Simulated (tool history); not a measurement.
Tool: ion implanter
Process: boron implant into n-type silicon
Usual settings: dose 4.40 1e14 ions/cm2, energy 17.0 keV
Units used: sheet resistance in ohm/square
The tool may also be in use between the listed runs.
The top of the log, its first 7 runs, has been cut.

run     day  dose  energy  read-back reference wafer on the same gauge, sheet resistance  sheet resistance
  8  17.508  4.03    17.0                                                         208.94            277.43
  9  20.300  4.40    17.0                                                         208.56            260.19
 10  22.879  4.40    17.0                                                         209.44            260.01
 11  25.038  4.40    17.0                                                         209.00            261.01
 12  27.579  4.40    17.0                                                         209.08            260.47
 13  30.033  4.40    17.0                                                         209.29            261.21
 14  31.671  4.40    17.0                                                         208.98            261.63
 15  34.279  4.40    17.0                                                         208.76            260.45
 16  35.775  3.84    22.5                                                         208.53            285.33
     36.675  -- extraction supply calibrated
 17  36.854  5.24    20.5                                                         208.67            222.14
 18  39.388  5.46    22.0                                                         209.10            213.41
 19  41.867  3.10    21.5                                                         208.96            339.66
 20  44.654  4.40    13.5                                                         208.84            270.32
 21  46.829  4.40    17.0                                                         208.91            263.71

The next listed run, before its measurement:
 22  49.146  3.62    22.5                                                              ?                 ?

{"run 22": {"read-back reference wafer on the same gauge, sheet resistance": 209.32, "sheet resistance": 300.14}}
If the tool had no hidden condition, the same run with the same run-to-run variation would have returned sheet resistance 290.89 ohm/square.
